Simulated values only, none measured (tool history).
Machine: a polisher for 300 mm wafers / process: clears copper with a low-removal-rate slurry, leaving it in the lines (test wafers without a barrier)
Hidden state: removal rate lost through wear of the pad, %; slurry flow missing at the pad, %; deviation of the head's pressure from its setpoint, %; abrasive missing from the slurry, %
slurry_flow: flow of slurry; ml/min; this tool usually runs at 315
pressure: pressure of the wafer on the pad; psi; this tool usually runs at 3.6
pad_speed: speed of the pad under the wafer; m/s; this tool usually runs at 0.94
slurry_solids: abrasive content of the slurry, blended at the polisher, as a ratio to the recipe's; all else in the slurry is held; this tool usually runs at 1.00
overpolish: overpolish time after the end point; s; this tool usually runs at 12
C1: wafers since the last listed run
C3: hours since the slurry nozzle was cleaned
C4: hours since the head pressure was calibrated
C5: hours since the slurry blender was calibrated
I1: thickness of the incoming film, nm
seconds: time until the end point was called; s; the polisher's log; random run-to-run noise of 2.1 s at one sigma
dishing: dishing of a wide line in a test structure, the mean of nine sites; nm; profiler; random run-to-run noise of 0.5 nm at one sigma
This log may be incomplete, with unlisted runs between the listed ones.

run 1 hour=0.0 | slurry_flow=315 pressure=3.6 pad_speed=0.94 slurry_solids=1.00 overpolish=14 | C1=0 wafers_polished_on_this_pad=160 C3=133.0 C4=224.1 C5=85.1 | I1=449.2 | seconds=133.6 dishing=29.7
run 2 hour=31.6 | slurry_flow=315 pressure=3.6 pad_speed=0.94 slurry_solids=1.00 overpolish=14 | C1=283 wafers_polished_on_this_pad=444 C3=164.6 C4=255.7 C5=116.7 | I1=453.7 | seconds=135.9 dishing=30.9
run 3 hour=96.8 | slurry_flow=315 pressure=3.6 pad_speed=0.94 slurry_solids=1.00 overpolish=12 | C1=585 wafers_polished_on_this_pad=1030 C3=229.8 C4=320.9 C5=181.9 | I1=449.7 | seconds=133.5 dishing=26.2
-- hour=143.0 worn pad replaced by a new one
run 4 hour=165.0 | slurry_flow=315 pressure=3.6 pad_speed=0.94 slurry_solids=1.00 overpolish=12 | C1=576 wafers_polished_on_this_pad=197 C3=298.0 C4=389.1 C5=250.1 | I1=441.0 | seconds=127.7 dishing=25.7
-- hour=168.8 slurry blender recalibrated
run 5 hour=285.5 | slurry_flow=315 pressure=3.6 pad_speed=0.94 slurry_solids=1.00 overpolish=12 | C1=1064 wafers_polished_on_this_pad=1262 C3=418.5 C4=509.6 C5=116.7 | I1=448.7 | seconds=132.6 dishing=26.4
-- hour=334.3 worn pad replaced by a new one
run 6 hour=346.7 | slurry_flow=315 pressure=2.7 pad_speed=0.94 slurry_solids=1.00 overpolish=12 | C1=513 wafers_polished_on_this_pad=111 C3=479.7 C4=570.8 C5=177.9 | I1=449.4 | seconds=171.9 dishing=19.9
-- hour=371.5 slurry blender recalibrated
run 7 hour=387.0 | slurry_flow=315 pressure=2.7 pad_speed=0.94 slurry_solids=1.00 overpolish=12 | C1=344 wafers_polished_on_this_pad=455 C3=520.0 C4=611.1 C5=15.5 | I1=454.5 | seconds=177.0 dishing=19.8
-- hour=403.4 slurry nozzle cleaned
-- hour=434.4 head pressure recalibrated
run 8 hour=452.6 | slurry_flow=315 pressure=2.7 pad_speed=0.94 slurry_solids=1.00 overpolish=12 | C1=562 wafers_polished_on_this_pad=1017 C3=49.2 C4=18.2 C5=81.1 | I1=450.5 | seconds=175.0 dishing=20.0
run 9 hour=507.4 | slurry_flow=315 pressure=4.5 pad_speed=0.94 slurry_solids=0.85 overpolish=12 | C1=492 wafers_polished_on_this_pad=1509 C3=104.0 C4=73.0 C5=135.9 | I1=447.2 | seconds=111.7 dishing=31.3
-- hour=524.9 worn pad replaced by a new one
run 10 hour=562.0 | slurry_flow=315 pressure=3.6 pad_speed=0.94 slurry_solids=0.70 overpolish=12 | C1=454 wafers_polished_on_this_pad=332 C3=158.6 C4=127.6 C5=190.5 | I1=453.8 | seconds=148.4 dishing=24.1
-- hour=596.3 slurry blender recalibrated
run 11 hour=596.8 | slurry_flow=315 pressure=4.6 pad_speed=0.94 slurry_solids=1.00 overpolish=12 | C1=294 wafers_polished_on_this_pad=627 C3=193.4 C4=162.4 C5=0.5 | I1=448.1 | seconds=104.6 dishing=32.8
run 12 hour=644.1 | slurry_flow=315 pressure=3.6 pad_speed=0.94 slurry_solids=0.70 overpolish=12 | C1=424 wafers_polished_on_this_pad=1052 C3=240.7 C4=209.7 C5=47.8 | I1=446.6 | seconds=146.6 dishing=24.1
run 13 hour=704.6 | slurry_flow=315 pressure=4.5 pad_speed=0.94 slurry_solids=0.85 overpolish=12 | C1=543 wafers_polished_on_this_pad=1595 C3=301.2 C4=270.2 C5=108.3 | I1=459.3 | seconds=116.6 dishing=30.0
-- hour=728.6 worn pad replaced by a new one
run 14 hour=771.3 | slurry_flow=315 pressure=3.6 pad_speed=0.94 slurry_solids=1.00 overpolish=12 | C1=563 wafers_polished_on_this_pad=383 C3=367.9 C4=336.9 C5=175.0 | I1=447.1 | seconds=132.1 dishing=26.3
run 15 hour=797.7 | slurry_flow=315 pressure=3.6 pad_speed=0.94 slurry_solids=0.90 overpolish=12 | C1=237 wafers_polished_on_this_pad=620 C3=394.3 C4=363.3 C5=201.4 | I1=443.5 | seconds=135.0 dishing=25.9
run 16 hour=826.4 | slurry_flow=315 pressure=3.6 pad_speed=0.94 slurry_solids=1.25 overpolish=12 | C1=257 wafers_polished_on_this_pad=878 C3=423.0 C4=392.0 C5=230.1 | I1=444.0 | seconds=124.7 dishing=27.0
-- hour=855.4 slurry blender recalibrated
run 17 hour=860.8 | slurry_flow=315 pressure=4.7 pad_speed=0.80 slurry_solids=1.00 overpolish=12 | C1=291 wafers_polished_on_this_pad=1169 C3=457.4 C4=426.4 C5=5.4 | I1=449.3 | seconds=118.1 dishing=27.9
-- hour=905.6 worn pad replaced by a new one
run 18 hour=906.1 | slurry_flow=315 pressure=2.8 pad_speed=0.94 slurry_solids=1.00 overpolish=12 | C1=370 wafers_polished_on_this_pad=4 C3=502.7 C4=471.7 C5=50.7 | I1=449.2 | seconds=165.9 dishing=20.8

What if the next run were any one of these 5? Each begins from the tool's condition after run 18:
run A hour=906.6 | slurry_flow=215 pressure=3.6 pad_speed=0.94 slurry_solids=1.00 overpolish=12 | C1=4 wafers_polished_on_this_pad=8 C3=503.2 C4=472.2 C5=51.2 | I1=455.7 | seconds=? dishing=?
run B hour=906.6 | slurry_flow=315 pressure=2.3 pad_speed=0.94 slurry_solids=1.00 overpolish=12 | C1=4 wafers_polished_on_this_pad=8 C3=503.2 C4=472.2 C5=51.2 | I1=455.7 | seconds=? dishing=?
run C hour=906.6 | slurry_flow=260 pressure=3.6 pad_speed=1.26 slurry_solids=1.00 overpolish=12 | C1=4 wafers_polished_on_this_pad=8 C3=503.2 C4=472.2 C5=51.2 | I1=455.7 | seconds=? dishing=?
run D hour=906.6 | slurry_flow=315 pressure=3.1 pad_speed=1.22 slurry_solids=1.10 overpolish=7 | C1=4 wafers_polished_on_this_pad=8 C3=503.2 C4=472.2 C5=51.2 | I1=455.7 | seconds=? dishing=?
run E hour=906.6 | slurry_flow=385 pressure=3.6 pad_speed=0.94 slurry_solids=1.00 overpolish=12 | C1=4 wafers_polished_on_this_pad=8 C3=503.2 C4=472.2 C5=51.2 | I1=455.7 | seconds=? dishing=?

run=A seconds=139.9 dishing=25.8
run=B seconds=209.3 dishing=17.7
run=C seconds=101.8 dishing=34.0
run=D seconds=116.5 dishing=18.6
run=E seconds=131.5 dishing=27.3
Stripped of hidden state, with their random variation kept, the same runs would have yielded:
run=A seconds=139.9 dishing=25.8
run=B seconds=209.3 dishing=17.7
run=C seconds=101.8 dishing=34.0
run=D seconds=116.5 dishing=18.6
run=E seconds=131.5 dishing=27.3
